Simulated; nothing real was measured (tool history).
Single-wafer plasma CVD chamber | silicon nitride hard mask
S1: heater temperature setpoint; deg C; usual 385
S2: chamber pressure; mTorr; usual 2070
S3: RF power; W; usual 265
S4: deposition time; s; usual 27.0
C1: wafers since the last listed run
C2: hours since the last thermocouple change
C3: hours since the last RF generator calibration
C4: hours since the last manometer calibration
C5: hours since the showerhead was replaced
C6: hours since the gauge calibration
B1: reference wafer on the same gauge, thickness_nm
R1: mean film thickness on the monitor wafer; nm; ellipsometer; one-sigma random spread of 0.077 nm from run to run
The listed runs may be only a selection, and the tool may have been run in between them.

run 1 hour=0.0 | S1=385 S2=2070 S3=265 S4=27.0 | C1=0 C2=2018.6 C3=1973.4 C4=857.9 C5=6345.0 C6=1886.2 | B1=36.694 | R1=30.099
run 2 hour=38.2 | S1=385 S2=2070 S3=250 S4=27.0 | C1=814 C2=2056.8 C3=2011.6 C4=896.1 C5=6383.2 C6=1924.4 | B1=36.680 | R1=28.721
run 3 hour=63.1 | S1=385 S2=2070 S3=250 S4=27.0 | C1=530 C2=2081.7 C3=2036.5 C4=921.0 C5=6408.1 C6=1949.3 | B1=36.686 | R1=28.776
run 4 hour=102.8 | S1=385 S2=2070 S3=250 S4=27.0 | C1=846 C2=2121.4 C3=2076.2 C4=960.7 C5=6447.8 C6=1989.0 | B1=36.690 | R1=28.757
run 5 hour=139.6 | S1=385 S2=2070 S3=265 S4=27.0 | C1=784 C2=2158.2 C3=2113.0 C4=997.5 C5=6484.6 C6=2025.8 | B1=36.727 | R1=30.122
run 6 hour=184.6 | S1=385 S2=2070 S3=265 S4=27.0 | C1=959 C2=2203.2 C3=2158.0 C4=1042.5 C5=6529.6 C6=2070.8 | B1=36.696 | R1=29.827
run 7 hour=244.0 | S1=385 S2=2070 S3=265 S4=27.0 | C1=1266 C2=2262.6 C3=2217.4 C4=1101.9 C5=6589.0 C6=2130.2 | B1=36.719 | R1=29.953
-- hour=255.2 capacitance manometer re-zeroed and calibrated
run 8 hour=282.3 | S1=385 S2=2070 S3=265 S4=27.0 | C1=646 C2=2300.9 C3=2255.7 C4=27.1 C5=6627.3 C6=2168.5 | B1=36.702 | R1=30.542
run 9 hour=321.0 | S1=385 S2=2070 S3=265 S4=27.0 | C1=825 C2=2339.6 C3=2294.4 C4=65.8 C5=6666.0 C6=2207.2 | B1=36.727 | R1=30.494
run 10 hour=398.7 | S1=385 S2=2070 S3=265 S4=27.0 | C1=1656 C2=2417.3 C3=2372.1 C4=143.5 C5=6743.7 C6=2284.9 | B1=36.694 | R1=30.512
run 11 hour=455.9 | S1=385 S2=2070 S3=265 S4=27.0 | C1=1219 C2=2474.5 C3=2429.3 C4=200.7 C5=6800.9 C6=2342.1 | B1=36.682 | R1=30.498
run 12 hour=519.7 | S1=385 S2=1570 S3=265 S4=24.9 | C1=1360 C2=2538.3 C3=2493.1 C4=264.5 C5=6864.7 C6=2405.9 | B1=36.693 | R1=26.162
run 13 hour=573.6 | S1=385 S2=1700 S3=230 S4=27.0 | C1=1149 C2=2592.2 C3=2547.0 C4=318.4 C5=6918.6 C6=2459.8 | B1=36.694 | R1=25.905
-- hour=617.7 gauge calibrated
run 14 hour=632.7 | S1=385 S2=2070 S3=265 S4=27.0 | C1=1260 C2=2651.3 C3=2606.1 C4=377.5 C5=6977.7 C6=15.0 | B1=36.694 | R1=30.402
run 15 hour=662.6 | S1=374 S2=1650 S3=295 S4=30.3 | C1=637 C2=2681.2 C3=2636.0 C4=407.4 C5=7007.6 C6=44.9 | B1=36.688 | R1=34.949
run 16 hour=731.6 | S1=397 S2=2070 S3=280 S4=27.0 | C1=1471 C2=2750.2 C3=2705.0 C4=476.4 C5=7076.6 C6=113.9 | B1=36.709 | R1=31.527
-- hour=771.8 showerhead replaced
-- hour=779.0 RF generator calibrated
run 17 hour=802.7 | S1=385 S2=2070 S3=265 S4=27.0 | C1=1190 C2=2821.3 C3=23.7 C4=547.5 C5=30.9 C6=185.0 | B1=36.707 | R1=30.841
run 18 hour=847.6 | S1=399 S2=2300 S3=215 S4=27.0 | C1=957 C2=2866.2 C3=68.6 C4=592.4 C5=75.8 C6=229.9 | B1=36.704 | R1=26.778
run 19 hour=893.1 | S1=395 S2=2070 S3=265 S4=24.3 | C1=970 C2=2911.7 C3=114.1 C4=637.9 C5=121.3 C6=275.4 | B1=36.693 | R1=27.752
-- hour=919.6 thermocouple changed; heater temperature recalibrated
run 20 hour=949.4 | S1=390 S2=2370 S3=230 S4=25.4 | C1=1030 C2=29.8 C3=170.4 C4=694.2 C5=177.6 C6=331.7 | B1=36.715 | R1=26.798
run 21 hour=988.6 | S1=377 S2=2070 S3=265 S4=27.0 | C1=835 C2=69.0 C3=209.6 C4=733.4 C5=216.8 C6=370.9 | B1=36.713 | R1=31.029
run 22 hour=1045.0 | S1=385 S2=2070 S3=265 S4=27.0 | C1=1202 C2=125.4 C3=266.0 C4=789.8 C5=273.2 C6=427.3 | B1=36.711 | R1=30.622
run 23 hour=1258.8 | S1=385 S2=2070 S3=265 S4=27.0 | C1=4559 C2=339.2 C3=479.8 C4=1003.6 C5=487.0 C6=641.1 | B1=36.709 | R1=30.767
run 24 hour=1324.4 | S1=385 S2=2070 S3=265 S4=27.0 | C1=1398 C2=404.8 C3=545.4 C4=1069.2 C5=552.6 C6=706.7 | B1=36.666 | R1=30.501
-- hour=1379.1 capacitance manometer re-zeroed and calibrated
run 25 hour=1438.2 | S1=385 S2=2070 S3=215 S4=27.0 | C1=2256 C2=518.6 C3=659.2 C4=59.1 C5=666.4 C6=820.5 | B1=36.695 | R1=26.201
run 26 hour=1490.9 | S1=385 S2=2070 S3=300 S4=27.0 | C1=1123 C2=571.3 C3=711.9 C4=111.8 C5=719.1 C6=873.2 | B1=36.703 | R1=33.690
run 27 hour=1552.2 | S1=393 S2=2330 S3=310 S4=28.9 | C1=1307 C2=632.6 C3=773.2 C4=173.1 C5=780.4 C6=934.5 | B1=36.671 | R1=37.795
run 28 hour=1619.3 | S1=390 S2=2070 S3=290 S4=31.2 | C1=1430 C2=699.7 C3=840.3 C4=240.2 C5=847.5 C6=1001.6 | B1=36.666 | R1=37.758
run 29 hour=1689.4 | S1=371 S2=2280 S3=235 S4=22.4 | C1=1494 C2=769.8 C3=910.4 C4=310.3 C5=917.6 C6=1071.7 | B1=36.666 | R1=23.958

Below, each run's measurement less what the same run would have read without the hidden state. Both values contain the same run-to-run variation, but the gauge's scatter may not be the same in both:
What the log doesn't record here: wafer temperature above the value expected at the setpoint (K); delivered RF power above the setpoint (%); true pressure above the setpoint (%); gauge reads high (%).
run=1 R1=-0.945
run=2 R1=-0.927
run=3 R1=-0.945
run=4 R1=-0.971
run=5 R1=-1.042
run=6 R1=-1.063
run=7 R1=-1.108
run=8 R1=-0.476
run=9 R1=-0.501
run=10 R1=-0.548
run=11 R1=-0.584
run=12 R1=-0.541
run=13 R1=-0.591
run=14 R1=-0.693
run=15 R1=-0.803
run=16 R1=-0.758
run=17 R1=-0.185
run=18 R1=-0.186
run=19 R1=-0.218
run=20 R1=-0.243
run=21 R1=-0.304
run=22 R1=-0.335
run=23 R1=-0.473
run=24 R1=-0.511
run=25 R1=-0.200
run=26 R1=-0.272
run=27 R1=-0.351
run=28 R1=-0.409
run=29 R1=-0.302
